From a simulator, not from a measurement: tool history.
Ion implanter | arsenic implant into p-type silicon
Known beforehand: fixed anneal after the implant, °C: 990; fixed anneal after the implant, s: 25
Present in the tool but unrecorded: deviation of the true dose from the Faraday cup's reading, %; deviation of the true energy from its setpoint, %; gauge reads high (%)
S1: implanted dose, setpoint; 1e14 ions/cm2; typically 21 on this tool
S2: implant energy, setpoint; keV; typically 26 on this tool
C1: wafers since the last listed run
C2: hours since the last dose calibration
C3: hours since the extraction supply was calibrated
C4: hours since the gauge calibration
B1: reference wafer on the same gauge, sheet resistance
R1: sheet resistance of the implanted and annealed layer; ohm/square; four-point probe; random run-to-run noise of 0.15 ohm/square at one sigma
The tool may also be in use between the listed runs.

| run | hour | S1 | S2 | C1 | C2 | C3 | C4 | B1 | R1 |
|---|---|---|---|---|---|---|---|---|---|
| 1 | 0 | 21 | 19 | 0 | 1279.1 | 5839 | 243.4 | 84.02 | 113.69 |
| 2 | 49.6 | 21 | 19 | 779 | 1328.7 | 5888.6 | 293 | 84.03 | 113.74 |
| 3 | 75.6 | 19.22 | 26 | 408 | 1354.7 | 5914.6 | 319 | 84 | 102.34 |
| 4 | 116.1 | 19.22 | 26 | 636 | 1395.2 | 5955.1 | 359.5 | 84.01 | 102.4 |
| 5 | 174.2 | 21 | 26 | 913 | 1453.3 | 6013.2 | 417.6 | 84 | 100.57 |
|  | 206.3 | gauge calibrated |
| 6 | 225.6 | 21 | 26 | 807 | 1504.7 | 6064.6 | 19.3 | 84.02 | 100.53 |
|  | 260.9 | extraction supply calibrated |
| 7 | 261.4 | 21 | 30.5 | 436 | 1540.5 | 0.5 | 55.1 | 84.02 | 94.09 |
| 8 | 288.4 | 21 | 26 | 424 | 1567.5 | 27.5 | 82.1 | 84.04 | 100.63 |
| 9 | 334.1 | 21 | 19 | 718 | 1613.2 | 73.2 | 127.8 | 83.96 | 113.61 |
| 10 | 385.1 | 21 | 26 | 801 | 1664.2 | 124.2 | 178.8 | 84.01 | 100.62 |
| 11 | 409.9 | 24.07 | 26 | 389 | 1689 | 149 | 203.6 | 83.98 | 98.49 |
|  | 434.1 | Faraday cup replaced and dose calibrated |
| 12 | 464.9 | 19.15 | 26 | 738 | 30.8 | 204 | 258.6 | 83.96 | 102.46 |
| 13 | 500.5 | 16.33 | 22 | 559 | 66.4 | 239.6 | 294.2 | 84.01 | 112.9 |
| 14 | 545.6 | 14.85 | 30 | 708 | 111.5 | 284.7 | 339.3 | 84 | 103.03 |
| 15 | 607.7 | 24.83 | 18.5 | 975 | 173.6 | 346.8 | 401.4 | 84 | 112.15 |

Exercise: give the hidden state of the tool at every run:
deviation of the true dose from the Faraday cup's reading, %: 0 in every run
deviation of the true energy from its setpoint, %: 0 in every run
gauge reads high (%): 0 in every run
